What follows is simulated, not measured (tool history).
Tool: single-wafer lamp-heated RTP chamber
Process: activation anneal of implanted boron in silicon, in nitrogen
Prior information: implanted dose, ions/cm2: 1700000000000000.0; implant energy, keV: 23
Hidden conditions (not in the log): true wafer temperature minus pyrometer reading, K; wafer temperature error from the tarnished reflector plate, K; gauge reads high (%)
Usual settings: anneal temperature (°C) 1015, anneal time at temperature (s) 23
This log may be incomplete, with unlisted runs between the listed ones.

run     day  anneal temperature (°C)  anneal time at temperature (s)  wafers since the last listed run  wafers since the last pyrometer calibration  wafers since the reflector plate was cleaned  hours since the gauge calibration  read-back reference wafer on the same gauge, sheet resistance  sheet resistance of the implanted and annealed layer (ohm/square)
  1   0.000                     1015                              23                                 0                                         4664                                          2885                              331.9                                                          93.63                                                              77.51
  2   1.100                     1015                              23                               222                                         4887                                          3108                              358.3                                                          93.63                                                              77.99
  3   2.362                     1015                              23                               255                                         5143                                          3363                              388.6                                                          93.58                                                              77.61
      3.471  -- pyrometer window cleaned and pyrometer calibrated
  4   3.621                     1000                              23                               187                                           30                                          3551                              418.8                                                          93.62                                                              80.51
  5   4.962                     1000                              23                               271                                          302                                          3823                              451.0                                                          93.61                                                              80.61
  6   6.146                     1000                              23                               239                                          541                                          4062                              479.4                                                          93.60                                                              80.78
  7   7.829                     1002                              23                               341                                          882                                          4403                              519.8                                                          93.65                                                              80.42
  8  10.579                     1002                              23                               557                                         1440                                          4960                              585.8                                                          93.59                                                              80.08
     11.812  -- reflector plate cleaned
  9  13.954                     1015                              23                               616                                         2056                                           433                              666.8                                                          93.63                                                              76.68
 10  15.775                     1015                              23                               368                                         2425                                           802                              710.5                                                          93.62                                                              76.79
 11  16.979                     1015                              23                               243                                         2669                                          1046                              739.4                                                          93.53                                                              76.46
 12  20.350                     1015                              23                               682                                         3352                                          1729                              820.3                                                          93.59                                                              76.59
 13  22.117                     1015                              23                               357                                         3709                                          2087                              862.7                                                          93.63                                                              76.56
 14  24.112                     1015                              23                               404                                         4114                                          2491                              910.6                                                          93.65                                                              76.50
 15  26.462                     1015                              23                               476                                         4590                                          2967                              967.0                                                          93.56                                                              76.52
     28.054  -- pyrometer window cleaned and pyrometer calibrated
     29.604  -- reflector plate cleaned, repeated, since the last time left the tool worse
 16  29.950                     1015                              23                               571                                          316                                            69                             1050.7                                                          93.60                                                              77.94
 17  30.975                     1015                              13                               207                                          524                                           277                             1075.3                                                          93.62                                                              79.67
 18  32.275                      999                              33                               263                                          787                                           540                             1106.5                                                          93.59                                                              80.63
 19  34.975                     1015                              23                               547                                         1334                                          1087                             1171.3                                                          93.53                                                              77.76
 20  36.854                     1015                              23                               380                                         1715                                          1468                             1216.4                                                          93.61                                                              78.24
 21  39.217                      992                              23                               478                                         2194                                          1947                             1273.1                                                          93.62                                                              83.49
 22  42.000                     1026                              23                               563                                         2758                                          2510                             1339.9                                                          93.64                                                              75.89
 23  44.792                     1015                              19                               565                                         3323                                          3076                             1406.9                                                          93.56                                                              77.94
 24  46.442                     1001                              10                               334                                         3657                                          3410                             1446.5                                                          93.58                                                              83.41
     54.262  -- pyrometer window cleaned and pyrometer calibrated
 25  55.154                      993                              19                              1697                                          181                                          5108                             1655.6                                                          93.62                                                              83.16
 26  56.825                     1015                              23                               338                                          519                                          5446                             1695.7                                                          93.60                                                              77.19
     58.546  -- reflector plate cleaned
 27  59.725                      993                              31                               519                                         1039                                           238                             1765.3                                                          93.57                                                              82.37
 28  62.208                      997                              23                               503                                         1542                                           741                             1824.9                                                          93.59                                                              82.25
     62.858  -- gauge calibrated
 29  64.992                     1015                              23                               563                                         2106                                          1305                               51.2                                                          93.60                                                              78.39
 30  66.796                     1001                              16                               365                                         2472                                          1671                               94.5                                                          93.56                                                              82.06
 31  68.025                     1015                              23                               249                                         2721                                          1920                              124.0                                                          93.53                                                              77.81
 32  69.792                     1015                              15                               357                                         3078                                          2277                              166.4                                                          93.62                                                              78.57
 33  71.379                     1025                              13                               321                                         3400                                          2599                              204.5                                                          93.57                                                              77.25
 34  74.292                     1043                              18                               590                                         3990                                          3189                              274.4                                                          93.60                                                              74.43
 35  77.000                     1015                              23                               548                                         4539                                          3738                              339.4                                                          93.54                                                              77.90
 36  78.688                     1015                              23                               341                                         4881                                          4080                              379.9                                                          93.59                                                              77.59
 37  79.912                     1038                              23                               248                                         5129                                          4328                              409.3                                                          93.56                                                              74.22
     80.275  -- pyrometer window cleaned and pyrometer calibrated
 38  81.488                     1015                              23                               251                                          245                                          4579                              447.1                                                          93.59                                                              77.04

Forecast each of these 3 alternatives for the next run:
  A  81.504                     1015                              28                                 3                                          249                                          4583                              447.5                                                              ?                                                                  ?
  B  81.504                     1035                              23                                 3                                          249                                          4583                              447.5                                                              ?                                                                  ?
  C  81.504                     1033                              15                                 3                                          249                                          4583                              447.5                                                              ?                                                                  ?

run  read-back reference wafer on the same gauge, sheet resistance  sheet resistance of the implanted and annealed layer (ohm/square)
  A                                                          93.64                                                              77.02
  B                                                          93.64                                                              74.62
  C                                                          93.64                                                              75.59
Had the tool no hidden state, the same runs would have come out as:
run  sheet resistance of the implanted and annealed layer (ohm/square)
  A                                                              77.69
  B                                                              75.09
  C                                                              76.13
